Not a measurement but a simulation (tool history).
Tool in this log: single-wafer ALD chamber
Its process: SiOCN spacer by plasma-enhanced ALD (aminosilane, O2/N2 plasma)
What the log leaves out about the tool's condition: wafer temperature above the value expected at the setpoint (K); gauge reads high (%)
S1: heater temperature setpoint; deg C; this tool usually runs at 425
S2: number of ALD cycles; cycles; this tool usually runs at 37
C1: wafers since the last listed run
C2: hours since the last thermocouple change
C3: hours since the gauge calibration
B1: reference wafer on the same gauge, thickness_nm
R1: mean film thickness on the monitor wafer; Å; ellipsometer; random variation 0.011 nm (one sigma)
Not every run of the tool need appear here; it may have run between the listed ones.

{"run": 1, "hour": 0.0, "S1": 425, "S2": 37, "C1": 0, "C2": 837.9, "C3": 857.3, "B1": 2.169, "R1": 18.83}
{"run": 2, "hour": 65.6, "S1": 425, "S2": 37, "C1": 423, "C2": 903.5, "C3": 922.9, "B1": 2.169, "R1": 18.56}
{"run": 3, "hour": 93.4, "S1": 425, "S2": 37, "C1": 179, "C2": 931.3, "C3": 950.7, "B1": 2.164, "R1": 18.69}
{"run": 4, "hour": 133.8, "S1": 432, "S2": 37, "C1": 260, "C2": 971.7, "C3": 991.1, "B1": 2.164, "R1": 18.04}
{"run": 5, "hour": 162.5, "S1": 425, "S2": 39, "C1": 185, "C2": 1000.4, "C3": 1019.8, "B1": 2.16, "R1": 19.53}
{"run": 6, "hour": 202.3, "S1": 425, "S2": 39, "C1": 256, "C2": 1040.2, "C3": 1059.6, "B1": 2.158, "R1": 19.45}
{"run": 7, "hour": 229.1, "S1": 425, "S2": 39, "C1": 172, "C2": 1067.0, "C3": 1086.4, "B1": 2.168, "R1": 19.46}
{"run": 8, "hour": 265.4, "S1": 425, "S2": 37, "C1": 234, "C2": 1103.3, "C3": 1122.7, "B1": 2.161, "R1": 18.49}
{"run": 9, "hour": 320.8, "S1": 425, "S2": 37, "C1": 357, "C2": 1158.7, "C3": 1178.1, "B1": 2.157, "R1": 18.6}
{"run": 10, "hour": 371.1, "S1": 425, "S2": 37, "C1": 324, "C2": 1209.0, "C3": 1228.4, "B1": 2.162, "R1": 18.51}
{"run": 11, "hour": 578.4, "S1": 415, "S2": 37, "C1": 1337, "C2": 1416.3, "C3": 1435.7, "B1": 2.156, "R1": 18.99}
{"run": 12, "hour": 602.9, "S1": 425, "S2": 37, "C1": 158, "C2": 1440.8, "C3": 1460.2, "B1": 2.155, "R1": 18.46}
{"run": 13, "hour": 672.5, "S1": 425, "S2": 37, "C1": 448, "C2": 1510.4, "C3": 1529.8, "B1": 2.153, "R1": 18.33}
{"hour": 696.2, "done": "gauge calibrated"}
{"run": 14, "hour": 735.8, "S1": 425, "S2": 37, "C1": 408, "C2": 1573.7, "C3": 39.6, "B1": 2.215, "R1": 18.84}
{"run": 15, "hour": 829.4, "S1": 425, "S2": 37, "C1": 603, "C2": 1667.3, "C3": 133.2, "B1": 2.203, "R1": 18.99}
{"run": 16, "hour": 899.8, "S1": 421, "S2": 41, "C1": 454, "C2": 1737.7, "C3": 203.6, "B1": 2.202, "R1": 21.18}
{"run": 17, "hour": 944.5, "S1": 420, "S2": 43, "C1": 288, "C2": 1782.4, "C3": 248.3, "B1": 2.194, "R1": 22.03}
{"run": 18, "hour": 987.7, "S1": 425, "S2": 35, "C1": 278, "C2": 1825.6, "C3": 291.5, "B1": 2.189, "R1": 17.82}
{"run": 19, "hour": 1015.2, "S1": 421, "S2": 44, "C1": 177, "C2": 1853.1, "C3": 319.0, "B1": 2.183, "R1": 22.37}
{"run": 20, "hour": 1040.5, "S1": 425, "S2": 37, "C1": 163, "C2": 1878.4, "C3": 344.3, "B1": 2.187, "R1": 18.75}
{"run": 21, "hour": 1079.1, "S1": 411, "S2": 32, "C1": 248, "C2": 1917.0, "C3": 382.9, "B1": 2.184, "R1": 16.77}
{"hour": 1153.1, "done": "thermocouple changed; heater temperature recalibrated"}
{"run": 22, "hour": 1153.6, "S1": 425, "S2": 30, "C1": 428, "C2": 0.5, "C3": 457.4, "B1": 2.182, "R1": 15.27}
{"run": 23, "hour": 1202.7, "S1": 419, "S2": 37, "C1": 316, "C2": 49.6, "C3": 506.5, "B1": 2.173, "R1": 18.96}
{"run": 24, "hour": 1234.1, "S1": 425, "S2": 37, "C1": 202, "C2": 81.0, "C3": 537.9, "B1": 2.171, "R1": 18.59}
{"run": 25, "hour": 1335.0, "S1": 434, "S2": 33, "C1": 650, "C2": 181.9, "C3": 638.8, "B1": 2.17, "R1": 16.22}
{"run": 26, "hour": 1360.7, "S1": 437, "S2": 44, "C1": 165, "C2": 207.6, "C3": 664.5, "B1": 2.16, "R1": 21.21}
{"run": 27, "hour": 1384.9, "S1": 437, "S2": 42, "C1": 156, "C2": 231.8, "C3": 688.7, "B1": 2.165, "R1": 20.37}
{"run": 28, "hour": 1426.0, "S1": 433, "S2": 37, "C1": 265, "C2": 272.9, "C3": 729.8, "B1": 2.165, "R1": 18.12}
{"run": 29, "hour": 1482.6, "S1": 411, "S2": 40, "C1": 365, "C2": 329.5, "C3": 786.4, "B1": 2.162, "R1": 20.69}
{"run": 30, "hour": 1549.8, "S1": 425, "S2": 37, "C1": 433, "C2": 396.7, "C3": 853.6, "B1": 2.157, "R1": 18.41}
{"run": 31, "hour": 1608.8, "S1": 414, "S2": 43, "C1": 380, "C2": 455.7, "C3": 912.6, "B1": 2.162, "R1": 22.22}
{"run": 32, "hour": 1659.1, "S1": 425, "S2": 37, "C1": 324, "C2": 506.0, "C3": 962.9, "B1": 2.153, "R1": 18.44}
{"run": 33, "hour": 1720.4, "S1": 419, "S2": 43, "C1": 395, "C2": 567.3, "C3": 1024.2, "B1": 2.162, "R1": 21.68}

Branching from run 33: 4 alternative next runs. What would each branch give?
{"run": "A", "hour": 1720.9, "S1": 425, "S2": 37, "C1": 3, "C2": 567.8, "C3": 1024.7, "B1": "?", "R1": "?"}
{"run": "B", "hour": 1720.9, "S1": 416, "S2": 44, "C1": 3, "C2": 567.8, "C3": 1024.7, "B1": "?", "R1": "?"}
{"run": "C", "hour": 1720.9, "S1": 411, "S2": 31, "C1": 3, "C2": 567.8, "C3": 1024.7, "B1": "?", "R1": "?"}
{"run": "D", "hour": 1720.9, "S1": 436, "S2": 33, "C1": 3, "C2": 567.8, "C3": 1024.7, "B1": "?", "R1": "?"}

run=A B1=2.153 R1=18.49
run=B B1=2.153 R1=22.55
run=C B1=2.153 R1=16.11
run=D B1=2.153 R1=15.97
Take away the tool's hidden state, keep each run's random variation, and the runs would have read:
run=A R1=19.15
run=B R1=23.36
run=C R1=16.69
run=D R1=16.54
